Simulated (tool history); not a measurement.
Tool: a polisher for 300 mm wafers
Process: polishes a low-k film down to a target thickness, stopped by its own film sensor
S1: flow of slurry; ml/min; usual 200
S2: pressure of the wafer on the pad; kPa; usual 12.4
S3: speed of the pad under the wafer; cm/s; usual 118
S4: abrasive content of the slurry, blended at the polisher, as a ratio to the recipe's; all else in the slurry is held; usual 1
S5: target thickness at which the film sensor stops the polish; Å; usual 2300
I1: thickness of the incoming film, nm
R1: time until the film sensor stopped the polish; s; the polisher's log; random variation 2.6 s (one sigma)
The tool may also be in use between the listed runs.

run   hour   S1    S2   S3    S4    S5     I1     R1
  1      0  155  12.4  118     1  2300  287.3  138.6
      23.8  -- conditioning disc replaced and pad reconditioned
  2   30.8  155  12.4  118     1  2300  285.6  132.4
      34.9  -- head pressure recalibrated
  3     65  200  12.4  108     1  2300  291.2  156.5
     132.2  -- worn pad replaced by a new one
  4  145.2  200  12.4  108     1  2300  285.9  148.8
  5  182.2  200  12.4  108     1  2300  288.1  148.6
  6  222.6  200  12.4  118     1  2460  291.5  110.3
     261.5  -- conditioning disc replaced and pad reconditioned
  7  281.1  200  12.4  118     1  2460  292.8  113.1
  8  308.7  200  12.4  118     1  2460  289.5  108.6
     324.1  -- slurry blender recalibrated
       338  -- worn pad replaced by a new one
  9  354.1  200  12.4  118     1  2300  285.7  135.2
     421.4  -- slurry nozzle cleaned
 10  424.8  200  12.4  118     1  2300  286.2  136.5
 11  471.7  170  12.4  118     1  2300  289.5  147.6
     490.5  -- conditioning disc replaced and pad reconditioned
 12  497.4  200  12.4  118     1  2300  286.1    135
     563.9  -- worn pad replaced by a new one
 13  564.4  175     9   86     1  2380  292.5  206.4
 14  589.8  200  12.4  156  0.85  2410  291.1  115.2
 15  641.8  200  15.2  118   1.2  2300  288.1  102.2
     687.4  -- slurry blender recalibrated
 16    713  200  12.4  118     1  2300  294.7  154.7
     724.6  -- conditioning disc replaced and pad reconditioned
     801.5  -- worn pad replaced by a new one
 17    849  225  12.4  136     1  2240  291.7  144.3
 18  890.6  200  12.4  118     1  2300  294.5  150.4
 19  921.7  255  12.4  106  1.15  2300    289  128.4
     937.8  -- head pressure recalibrated
     956.9  -- conditioning disc replaced and pad reconditioned
 20  957.4  200  12.4  118     1  2300    289  145.5

Run 21 comes next. What will it give?
 21  984.8  200  8.3  118   1  2300  290.1   ?

{"run 21": {"R1": 223.7}}
Without the tool's hidden state the same run would have given R1 223 s.

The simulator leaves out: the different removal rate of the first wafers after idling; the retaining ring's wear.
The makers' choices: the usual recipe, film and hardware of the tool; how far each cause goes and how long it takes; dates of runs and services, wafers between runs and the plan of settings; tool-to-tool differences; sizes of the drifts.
